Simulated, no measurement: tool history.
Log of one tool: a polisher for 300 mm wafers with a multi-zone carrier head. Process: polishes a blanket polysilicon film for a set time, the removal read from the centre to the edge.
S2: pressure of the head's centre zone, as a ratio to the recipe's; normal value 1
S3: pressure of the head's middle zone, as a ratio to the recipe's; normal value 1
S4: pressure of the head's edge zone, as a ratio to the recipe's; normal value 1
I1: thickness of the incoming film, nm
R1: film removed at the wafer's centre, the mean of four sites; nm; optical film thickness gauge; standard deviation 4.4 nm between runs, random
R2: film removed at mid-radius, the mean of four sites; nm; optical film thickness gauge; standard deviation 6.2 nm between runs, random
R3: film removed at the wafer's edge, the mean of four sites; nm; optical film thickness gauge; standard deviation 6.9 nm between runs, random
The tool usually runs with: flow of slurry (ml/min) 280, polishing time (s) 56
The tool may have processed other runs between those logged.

run 1 hour=0 | flow_of_slurry_(ml/min)=280 S2=1 S3=1 S4=1 polishing_time_(s)=56 | I1=1519.1 | R1=478.4 R2=458.3 R3=465.7
run 2 hour=15.5 | flow_of_slurry_(ml/min)=280 S2=1 S3=1 S4=1 polishing_time_(s)=56 | I1=1532.8 | R1=483.1 R2=451 R3=471
-- hour=48.1 worn pad replaced by a new one
run 3 hour=51.1 | flow_of_slurry_(ml/min)=280 S2=1 S3=1 S4=1 polishing_time_(s)=56 | I1=1513.7 | R1=475.7 R2=457.2 R3=465.4
run 4 hour=78.2 | flow_of_slurry_(ml/min)=280 S2=1 S3=1 S4=1 polishing_time_(s)=56 | I1=1507.9 | R1=491.8 R2=449.9 R3=464.2
run 5 hour=96.3 | flow_of_slurry_(ml/min)=280 S2=1.07 S3=1 S4=1 polishing_time_(s)=56 | I1=1520.1 | R1=510.5 R2=445.7 R3=468.7
run 6 hour=110.9 | flow_of_slurry_(ml/min)=280 S2=1 S3=1 S4=1 polishing_time_(s)=49 | I1=1516 | R1=416.6 R2=391.4 R3=395.3
-- hour=130.2 slurry nozzle cleaned
run 7 hour=140.7 | flow_of_slurry_(ml/min)=280 S2=1 S3=1 S4=1 polishing_time_(s)=49 | I1=1510 | R1=428.8 R2=399.1 R3=415.1
-- hour=147.3 worn pad replaced by a new one
run 8 hour=156.3 | flow_of_slurry_(ml/min)=280 S2=1 S3=1 S4=1 polishing_time_(s)=49 | I1=1517.9 | R1=445.4 R2=398.6 R3=405.3
-- hour=172.3 edge zone pressure recalibrated
run 9 hour=190.4 | flow_of_slurry_(ml/min)=280 S2=1.05 S3=1 S4=1 polishing_time_(s)=56 | I1=1524.4 | R1=521.7 R2=467.3 R3=470.7
run 10 hour=220.8 | flow_of_slurry_(ml/min)=205 S2=1 S3=0.89 S4=0.92 polishing_time_(s)=36 | I1=1530.2 | R1=321.7 R2=265.4 R3=283.4
-- hour=225.1 worn pad replaced by a new one
-- hour=251.3 carrier head's membrane replaced by a new one
run 11 hour=256.2 | flow_of_slurry_(ml/min)=280 S2=0.96 S3=1 S4=1.06 polishing_time_(s)=56 | I1=1538.8 | R1=486.1 R2=446.4 R3=479
run 12 hour=268.7 | flow_of_slurry_(ml/min)=280 S2=0.95 S3=1 S4=1 polishing_time_(s)=56 | I1=1529.9 | R1=487 R2=462.1 R3=471.5
-- hour=272.4 centre zone pressure recalibrated
run 13 hour=288.1 | flow_of_slurry_(ml/min)=280 S2=1 S3=1 S4=1 polishing_time_(s)=56 | I1=1538.5 | R1=460.7 R2=452 R3=465.5
-- hour=309 worn pad replaced by a new one
run 14 hour=315.9 | flow_of_slurry_(ml/min)=280 S2=1 S3=1.12 S4=1 polishing_time_(s)=56 | I1=1513.9 | R1=453.9 R2=497.5 R3=471.7
run 15 hour=386.8 | flow_of_slurry_(ml/min)=280 S2=1 S3=0.95 S4=1 polishing_time_(s)=43 | I1=1520.7 | R1=349.9 R2=326.7 R3=360
-- hour=397.7 worn pad replaced by a new one
run 16 hour=402.3 | flow_of_slurry_(ml/min)=280 S2=1 S3=1 S4=0.92 polishing_time_(s)=56 | I1=1501.6 | R1=452.4 R2=459.4 R3=454

What was the tool's hidden state at every run in the log?
removal rate lost through wear of the pad, %: 0 across all the runs
deviation of the edge zone's pressure from its setpoint, %: 0 across all the runs
H1: slurry flow missing at the pad, %
H2: deviation of the centre zone's pressure from its setpoint, %
run=1 H1=29.3 H2=6.13
run=2 H1=30.5 H2=6.44
run=3 H1=33.2 H2=7.16
run=4 H1=35.3 H2=7.74
run=5 H1=36.6 H2=8.13
run=6 H1=37.8 H2=8.46
run=7 H1=5.34 H2=9.14
run=8 H1=6.54 H2=9.51
run=9 H1=9.15 H2=10.3
run=10 H1=11.5 H2=11.1
run=11 H1=14.2 H2=12
run=12 H1=15.1 H2=12.3
run=13 H1=16.6 H2=0.674
run=14 H1=18.7 H2=0.696
run=15 H1=24.2 H2=0.843
run=16 H1=25.4 H2=0.892
